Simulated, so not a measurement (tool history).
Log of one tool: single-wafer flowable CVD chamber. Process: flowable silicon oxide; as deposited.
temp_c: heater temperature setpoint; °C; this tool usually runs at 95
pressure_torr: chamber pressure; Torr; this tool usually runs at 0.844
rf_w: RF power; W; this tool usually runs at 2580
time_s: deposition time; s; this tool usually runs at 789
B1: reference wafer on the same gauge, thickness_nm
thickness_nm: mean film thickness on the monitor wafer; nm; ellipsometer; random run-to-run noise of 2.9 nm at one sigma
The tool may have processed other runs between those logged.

{"run": 1, "hour": 0.0, "temp_c": 95, "pressure_torr": 0.844, "rf_w": 2580, "time_s": 789, "B1": 628.066, "thickness_nm": 691.301}
{"run": 2, "hour": 16.6, "temp_c": 95, "pressure_torr": 0.844, "rf_w": 2580, "time_s": 789, "B1": 627.582, "thickness_nm": 691.609}
{"run": 3, "hour": 32.0, "temp_c": 95, "pressure_torr": 0.844, "rf_w": 2580, "time_s": 789, "B1": 627.836, "thickness_nm": 696.151}
{"run": 4, "hour": 45.8, "temp_c": 95, "pressure_torr": 0.844, "rf_w": 2580, "time_s": 789, "B1": 627.741, "thickness_nm": 693.57}
{"run": 5, "hour": 59.7, "temp_c": 95, "pressure_torr": 0.844, "rf_w": 2580, "time_s": 789, "B1": 627.939, "thickness_nm": 698.399}
{"hour": 73.2, "done": "thermocouple changed; heater temperature recalibrated"}
{"run": 6, "hour": 73.7, "temp_c": 95, "pressure_torr": 0.844, "rf_w": 2580, "time_s": 789, "B1": 628.298, "thickness_nm": 633.535}
{"run": 7, "hour": 75.6, "temp_c": 95, "pressure_torr": 0.844, "rf_w": 2580, "time_s": 789, "B1": 628.332, "thickness_nm": 637.717}
{"hour": 85.5, "done": "capacitance manometer re-zeroed and calibrated"}
{"run": 8, "hour": 85.9, "temp_c": 95, "pressure_torr": 0.844, "rf_w": 2580, "time_s": 789, "B1": 627.271, "thickness_nm": 635.071}
{"run": 9, "hour": 101.1, "temp_c": 95, "pressure_torr": 0.844, "rf_w": 2580, "time_s": 789, "B1": 628.826, "thickness_nm": 636.84}
{"run": 10, "hour": 116.4, "temp_c": 95, "pressure_torr": 0.844, "rf_w": 2580, "time_s": 789, "B1": 627.026, "thickness_nm": 637.806}
{"run": 11, "hour": 131.8, "temp_c": 95, "pressure_torr": 0.844, "rf_w": 2580, "time_s": 789, "B1": 628.292, "thickness_nm": 637.266}
{"hour": 139.0, "done": "gauge calibrated"}
{"run": 12, "hour": 149.6, "temp_c": 90, "pressure_torr": 0.844, "rf_w": 2160, "time_s": 789, "B1": 628.195, "thickness_nm": 734.522}
{"hour": 164.8, "done": "showerhead replaced"}
{"run": 13, "hour": 165.3, "temp_c": 109, "pressure_torr": 0.844, "rf_w": 2110, "time_s": 903, "B1": 627.331, "thickness_nm": 464.267}
{"run": 14, "hour": 171.6, "temp_c": 86, "pressure_torr": 0.942, "rf_w": 2430, "time_s": 658, "B1": 628.234, "thickness_nm": 774.555}
{"run": 15, "hour": 185.9, "temp_c": 95, "pressure_torr": 0.844, "rf_w": 2580, "time_s": 789, "B1": 628.058, "thickness_nm": 638.13}
{"run": 16, "hour": 195.2, "temp_c": 95, "pressure_torr": 0.844, "rf_w": 2580, "time_s": 789, "B1": 628.342, "thickness_nm": 641.203}
{"run": 17, "hour": 203.6, "temp_c": 88, "pressure_torr": 0.844, "rf_w": 2580, "time_s": 889, "B1": 628.271, "thickness_nm": 889.797}
{"run": 18, "hour": 210.4, "temp_c": 109, "pressure_torr": 0.844, "rf_w": 2580, "time_s": 789, "B1": 627.082, "thickness_nm": 408.054}
{"run": 19, "hour": 220.4, "temp_c": 95, "pressure_torr": 0.844, "rf_w": 2580, "time_s": 789, "B1": 627.769, "thickness_nm": 636.072}
{"hour": 228.6, "done": "RF generator calibrated"}
{"run": 20, "hour": 262.7, "temp_c": 104, "pressure_torr": 0.659, "rf_w": 2935, "time_s": 839, "B1": 626.684, "thickness_nm": 411.523}
{"run": 21, "hour": 272.0, "temp_c": 88, "pressure_torr": 0.651, "rf_w": 2960, "time_s": 928, "B1": 628.744, "thickness_nm": 738.463}
{"run": 22, "hour": 284.1, "temp_c": 95, "pressure_torr": 0.844, "rf_w": 2580, "time_s": 789, "B1": 628.604, "thickness_nm": 645.751}
{"run": 23, "hour": 297.9, "temp_c": 95, "pressure_torr": 0.844, "rf_w": 2580, "time_s": 789, "B1": 627.914, "thickness_nm": 636.516}
{"run": 24, "hour": 310.5, "temp_c": 95, "pressure_torr": 0.844, "rf_w": 2250, "time_s": 789, "B1": 629.309, "thickness_nm": 632.627}
{"run": 25, "hour": 321.5, "temp_c": 106, "pressure_torr": 1.042, "rf_w": 2410, "time_s": 912, "B1": 628.754, "thickness_nm": 637.363}
{"run": 26, "hour": 337.6, "temp_c": 95, "pressure_torr": 0.844, "rf_w": 2580, "time_s": 789, "B1": 627.474, "thickness_nm": 641.372}
{"run": 27, "hour": 348.4, "temp_c": 104, "pressure_torr": 0.844, "rf_w": 2580, "time_s": 936, "B1": 628.727, "thickness_nm": 570.613}
{"run": 28, "hour": 361.8, "temp_c": 107, "pressure_torr": 1.009, "rf_w": 2275, "time_s": 908, "B1": 629.664, "thickness_nm": 595.745}
{"run": 29, "hour": 374.0, "temp_c": 95, "pressure_torr": 0.844, "rf_w": 2580, "time_s": 789, "B1": 628.687, "thickness_nm": 647.757}

Here are 3 independent what-if runs from the current tool condition. What would each one return?
{"run": "A", "hour": 374.6, "temp_c": 95, "pressure_torr": 0.844, "rf_w": 2580, "time_s": 707, "B1": "?", "thickness_nm": "?"}
{"run": "B", "hour": 374.6, "temp_c": 95, "pressure_torr": 0.671, "rf_w": 2300, "time_s": 789, "B1": "?", "thickness_nm": "?"}
{"run": "C", "hour": 374.6, "temp_c": 95, "pressure_torr": 0.913, "rf_w": 2580, "time_s": 789, "B1": "?", "thickness_nm": "?"}

run=A B1=625.847 thickness_nm=577.321
run=B B1=625.847 thickness_nm=511.417
run=C B1=625.847 thickness_nm=694.444
Without the tool's unlogged condition, the same runs would have read:
run=A thickness_nm=567.005
run=B thickness_nm=502.278
run=C thickness_nm=682.035
